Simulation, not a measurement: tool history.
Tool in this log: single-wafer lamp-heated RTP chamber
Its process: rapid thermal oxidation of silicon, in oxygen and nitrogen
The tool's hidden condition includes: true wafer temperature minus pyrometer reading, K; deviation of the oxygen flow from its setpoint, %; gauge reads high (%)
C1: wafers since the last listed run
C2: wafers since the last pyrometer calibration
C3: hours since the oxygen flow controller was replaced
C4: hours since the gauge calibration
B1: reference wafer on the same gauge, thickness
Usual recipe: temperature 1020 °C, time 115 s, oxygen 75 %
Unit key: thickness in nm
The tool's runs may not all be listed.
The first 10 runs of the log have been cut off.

{"run": 11, "hour": 404.9, "temperature": 1020, "time": 115, "oxygen": 75, "C1": 323, "C2": 3679, "C3": 3028.1, "C4": 422.9, "B1": 7.593, "thickness": 7.688}
{"hour": 416.7, "done": "oxygen flow controller replaced"}
{"hour": 421.9, "done": "pyrometer window cleaned and pyrometer calibrated"}
{"run": 12, "hour": 510.6, "temperature": 1020, "time": 115, "oxygen": 75, "C1": 861, "C2": 825, "C3": 93.9, "C4": 528.6, "B1": 7.59, "thickness": 7.613}
{"run": 13, "hour": 527.8, "temperature": 1020, "time": 115, "oxygen": 75, "C1": 160, "C2": 985, "C3": 111.1, "C4": 545.8, "B1": 7.586, "thickness": 7.621}
{"run": 14, "hour": 546.7, "temperature": 1020, "time": 127, "oxygen": 53, "C1": 175, "C2": 1161, "C3": 130, "C4": 564.7, "B1": 7.59, "thickness": 7.047}
{"run": 15, "hour": 576.9, "temperature": 1020, "time": 127, "oxygen": 53, "C1": 281, "C2": 1442, "C3": 160.2, "C4": 594.9, "B1": 7.584, "thickness": 7.051}
{"run": 16, "hour": 601.0, "temperature": 1020, "time": 115, "oxygen": 64, "C1": 224, "C2": 1667, "C3": 184.3, "C4": 619, "B1": 7.591, "thickness": 7.217}
{"run": 17, "hour": 627.0, "temperature": 1020, "time": 115, "oxygen": 64, "C1": 241, "C2": 1909, "C3": 210.3, "C4": 645, "B1": 7.591, "thickness": 7.226}
{"run": 18, "hour": 650.5, "temperature": 1020, "time": 76, "oxygen": 61, "C1": 218, "C2": 2127, "C3": 233.8, "C4": 668.5, "B1": 7.594, "thickness": 5.919}
{"run": 19, "hour": 681.5, "temperature": 1020, "time": 115, "oxygen": 75, "C1": 288, "C2": 2416, "C3": 264.8, "C4": 699.5, "B1": 7.591, "thickness": 7.686}
{"run": 20, "hour": 714.2, "temperature": 1005, "time": 98, "oxygen": 98, "C1": 304, "C2": 2720, "C3": 297.5, "C4": 732.2, "B1": 7.591, "thickness": 7.031}
{"run": 21, "hour": 732.2, "temperature": 1034, "time": 115, "oxygen": 63, "C1": 167, "C2": 2888, "C3": 315.5, "C4": 750.2, "B1": 7.589, "thickness": 7.987}
{"hour": 735.7, "done": "gauge calibrated"}
{"run": 22, "hour": 752.0, "temperature": 1020, "time": 115, "oxygen": 75, "C1": 184, "C2": 3072, "C3": 335.3, "C4": 16.3, "B1": 7.587, "thickness": 7.679}
{"run": 23, "hour": 787.5, "temperature": 1020, "time": 115, "oxygen": 75, "C1": 330, "C2": 3402, "C3": 370.8, "C4": 51.8, "B1": 7.591, "thickness": 7.65}
{"run": 24, "hour": 803.3, "temperature": 1049, "time": 84, "oxygen": 75, "C1": 147, "C2": 3549, "C3": 386.6, "C4": 67.6, "B1": 7.585, "thickness": 8.159}
{"run": 25, "hour": 825.9, "temperature": 1041, "time": 152, "oxygen": 98, "C1": 210, "C2": 3760, "C3": 409.2, "C4": 90.2, "B1": 7.587, "thickness": 11.179}
{"run": 26, "hour": 843.1, "temperature": 1009, "time": 65, "oxygen": 75, "C1": 160, "C2": 3920, "C3": 426.4, "C4": 107.4, "B1": 7.59, "thickness": 5.497}
{"run": 27, "hour": 865.6, "temperature": 996, "time": 58, "oxygen": 75, "C1": 209, "C2": 4129, "C3": 448.9, "C4": 129.9, "B1": 7.591, "thickness": 4.765}
{"run": 28, "hour": 886.7, "temperature": 1035, "time": 115, "oxygen": 75, "C1": 196, "C2": 4326, "C3": 470, "C4": 151, "B1": 7.59, "thickness": 8.544}
{"run": 29, "hour": 906.0, "temperature": 1020, "time": 86, "oxygen": 75, "C1": 179, "C2": 4505, "C3": 489.3, "C4": 170.3, "B1": 7.59, "thickness": 6.746}
{"hour": 914.3, "done": "pyrometer window cleaned and pyrometer calibrated"}
{"run": 30, "hour": 948.7, "temperature": 1012, "time": 68, "oxygen": 97, "C1": 322, "C2": 320, "C3": 532, "C4": 213, "B1": 7.593, "thickness": 6.164}
{"run": 31, "hour": 964.3, "temperature": 1031, "time": 162, "oxygen": 48, "C1": 145, "C2": 465, "C3": 547.6, "C4": 228.6, "B1": 7.592, "thickness": 8.185}
{"run": 32, "hour": 994.0, "temperature": 998, "time": 157, "oxygen": 53, "C1": 276, "C2": 741, "C3": 577.3, "C4": 258.3, "B1": 7.583, "thickness": 6.593}
{"run": 33, "hour": 1007.5, "temperature": 1020, "time": 115, "oxygen": 75, "C1": 125, "C2": 867, "C3": 590.8, "C4": 271.8, "B1": 7.593, "thickness": 7.631}
{"run": 34, "hour": 1021.3, "temperature": 1050, "time": 115, "oxygen": 47, "C1": 128, "C2": 995, "C3": 604.6, "C4": 285.6, "B1": 7.597, "thickness": 7.938}
{"run": 35, "hour": 1036.5, "temperature": 1012, "time": 92, "oxygen": 83, "C1": 141, "C2": 1137, "C3": 619.8, "C4": 300.8, "B1": 7.591, "thickness": 6.731}

What if the next run were any one of these 3? Each begins from the tool's condition after run 35:
{"run": "A", "hour": 1037.0, "temperature": 1020, "time": 115, "oxygen": 75, "C1": 4, "C2": 1142, "C3": 620.3, "C4": 301.3, "B1": "?", "thickness": "?"}
{"run": "B", "hour": 1037.0, "temperature": 1037, "time": 138, "oxygen": 56, "C1": 4, "C2": 1142, "C3": 620.3, "C4": 301.3, "B1": "?", "thickness": "?"}
{"run": "C", "hour": 1037.0, "temperature": 1020, "time": 143, "oxygen": 85, "C1": 4, "C2": 1142, "C3": 620.3, "C4": 301.3, "B1": "?", "thickness": "?"}

run=A B1=7.593 thickness=7.624
run=B B1=7.593 thickness=8.42
run=C B1=7.593 thickness=8.821
The same runs, with their run-to-run variation unchanged, on a tool lacking any hidden condition would have given:
run=A thickness=7.534
run=B thickness=8.322
run=C thickness=8.715
